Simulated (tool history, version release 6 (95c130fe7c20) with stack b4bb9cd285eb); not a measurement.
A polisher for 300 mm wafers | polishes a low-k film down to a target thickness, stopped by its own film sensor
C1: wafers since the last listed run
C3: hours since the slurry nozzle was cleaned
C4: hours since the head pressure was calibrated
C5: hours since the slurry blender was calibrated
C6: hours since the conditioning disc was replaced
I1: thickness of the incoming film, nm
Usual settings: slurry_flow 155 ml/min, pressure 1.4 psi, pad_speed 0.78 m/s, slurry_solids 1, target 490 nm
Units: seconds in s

{"run": 1, "day": 0.0, "slurry_flow": 180, "pressure": 1.4, "pad_speed": 0.96, "slurry_solids": 1, "target": 490, "C1": 0, "wafers polished on this pad": 145, "C3": 295.6, "C4": 260.9, "C5": 370.7, "C6": 407.2, "I1": 518.9, "seconds": 146.6}
{"run": 2, "day": 0.833, "slurry_flow": 180, "pressure": 1.4, "pad_speed": 0.96, "slurry_solids": 1, "target": 490, "C1": 126, "wafers polished on this pad": 271, "C3": 315.6, "C4": 280.9, "C5": 390.7, "C6": 427.2, "I1": 512.3, "seconds": 114.3}
{"run": 3, "day": 1.658, "slurry_flow": 180, "pressure": 1.4, "pad_speed": 0.96, "slurry_solids": 1, "target": 490, "C1": 125, "wafers polished on this pad": 397, "C3": 335.4, "C4": 300.7, "C5": 410.5, "C6": 447, "I1": 522.8, "seconds": 170.3}
{"run": 4, "day": 2.879, "slurry_flow": 170, "pressure": 1.4, "pad_speed": 0.78, "slurry_solids": 1, "target": 490, "C1": 185, "wafers polished on this pad": 583, "C3": 364.7, "C4": 330, "C5": 439.8, "C6": 476.3, "I1": 508.4, "seconds": 113.9}
{"run": 5, "day": 3.821, "slurry_flow": 155, "pressure": 1.4, "pad_speed": 0.58, "slurry_solids": 1, "target": 485, "C1": 143, "wafers polished on this pad": 727, "C3": 387.3, "C4": 352.6, "C5": 462.4, "C6": 498.9, "I1": 528.1, "seconds": 337.3}
{"day": 4.617, "done": "worn pad replaced by a new one"}
{"run": 6, "day": 4.942, "slurry_flow": 155, "pressure": 1.4, "pad_speed": 0.58, "slurry_solids": 1, "target": 485, "C1": 145, "wafers polished on this pad": 49, "C3": 414.2, "C4": 379.5, "C5": 489.3, "C6": 525.8, "I1": 525.3, "seconds": 317.3}
{"run": 7, "day": 6.262, "slurry_flow": 155, "pressure": 1.4, "pad_speed": 0.58, "slurry_solids": 1, "target": 485, "C1": 201, "wafers polished on this pad": 250, "C3": 445.9, "C4": 411.2, "C5": 521, "C6": 557.5, "I1": 527.6, "seconds": 346.6}
{"day": 6.521, "done": "conditioning disc replaced and pad reconditioned"}
{"day": 6.629, "done": "slurry blender recalibrated"}
{"run": 8, "day": 6.792, "slurry_flow": 155, "pressure": 1.4, "pad_speed": 0.78, "slurry_solids": 1, "target": 490, "C1": 55, "wafers polished on this pad": 306, "C3": 458.6, "C4": 423.9, "C5": 3.9, "C6": 6.5, "I1": 521.1, "seconds": 158.1}
{"run": 9, "day": 7.562, "slurry_flow": 155, "pressure": 1.4, "pad_speed": 0.78, "slurry_solids": 1, "target": 490, "C1": 117, "wafers polished on this pad": 423, "C3": 477.1, "C4": 442.4, "C5": 22.4, "C6": 25, "I1": 525.7, "seconds": 184}
{"day": 7.975, "done": "slurry nozzle cleaned"}
{"run": 10, "day": 8.775, "slurry_flow": 110, "pressure": 1.4, "pad_speed": 0.78, "slurry_solids": 1, "target": 490, "C1": 178, "wafers polished on this pad": 601, "C3": 19.2, "C4": 471.5, "C5": 51.5, "C6": 54.1, "I1": 511.4, "seconds": 123.7}
{"run": 11, "day": 10.038, "slurry_flow": 155, "pressure": 1.8, "pad_speed": 1, "slurry_solids": 1.25, "target": 496, "C1": 192, "wafers polished on this pad": 794, "C3": 49.5, "C4": 501.8, "C5": 81.8, "C6": 84.4, "I1": 526, "seconds": 97.3}
{"day": 10.175, "done": "head pressure recalibrated"}
{"day": 10.308, "done": "worn pad replaced by a new one"}
{"run": 12, "day": 10.892, "slurry_flow": 155, "pressure": 1.4, "pad_speed": 0.78, "slurry_solids": 1, "target": 490, "C1": 96, "wafers polished on this pad": 88, "C3": 70, "C4": 17.2, "C5": 102.3, "C6": 104.9, "I1": 527.1, "seconds": 203.6}
{"run": 13, "day": 12.088, "slurry_flow": 110, "pressure": 1.4, "pad_speed": 0.78, "slurry_solids": 1.3, "target": 490, "C1": 182, "wafers polished on this pad": 270, "C3": 98.7, "C4": 45.9, "C5": 131, "C6": 133.6, "I1": 517.8, "seconds": 143.7}
{"run": 14, "day": 13.075, "slurry_flow": 200, "pressure": 1.4, "pad_speed": 0.78, "slurry_solids": 1, "target": 490, "C1": 150, "wafers polished on this pad": 421, "C3": 122.4, "C4": 69.6, "C5": 154.7, "C6": 157.3, "I1": 519.1, "seconds": 152.8}
{"run": 15, "day": 13.846, "slurry_flow": 155, "pressure": 1.4, "pad_speed": 0.78, "slurry_solids": 1, "target": 496, "C1": 117, "wafers polished on this pad": 538, "C3": 140.9, "C4": 88.1, "C5": 173.2, "C6": 175.8, "I1": 519.9, "seconds": 132.3}

Forecast each of these 4 alternatives for the next run:
{"run": "A", "day": 13.867, "slurry_flow": 155, "pressure": 1.4, "pad_speed": 0.78, "slurry_solids": 1, "target": 490, "C1": 3, "wafers polished on this pad": 541, "C3": 141.4, "C4": 88.6, "C5": 173.7, "C6": 176.3, "I1": 524.4, "seconds": "?"}
{"run": "B", "day": 13.867, "slurry_flow": 190, "pressure": 1.4, "pad_speed": 0.94, "slurry_solids": 0.8, "target": 486, "C1": 3, "wafers polished on this pad": 541, "C3": 141.4, "C4": 88.6, "C5": 173.7, "C6": 176.3, "I1": 524.4, "seconds": "?"}
{"run": "C", "day": 13.867, "slurry_flow": 135, "pressure": 1.4, "pad_speed": 0.78, "slurry_solids": 1, "target": 490, "C1": 3, "wafers polished on this pad": 541, "C3": 141.4, "C4": 88.6, "C5": 173.7, "C6": 176.3, "I1": 524.4, "seconds": "?"}
{"run": "D", "day": 13.867, "slurry_flow": 155, "pressure": 1.4, "pad_speed": 0.78, "slurry_solids": 0.7, "target": 490, "C1": 3, "wafers polished on this pad": 541, "C3": 141.4, "C4": 88.6, "C5": 173.7, "C6": 176.3, "I1": 524.4, "seconds": "?"}

run=A seconds=192.2
run=B seconds=209.4
run=C seconds=197.5
run=D seconds=247.4
Without the tool's hidden state the same runs would have given:
run=A seconds=175.7
run=B seconds=188.9
run=C seconds=180.7
run=D seconds=225.4
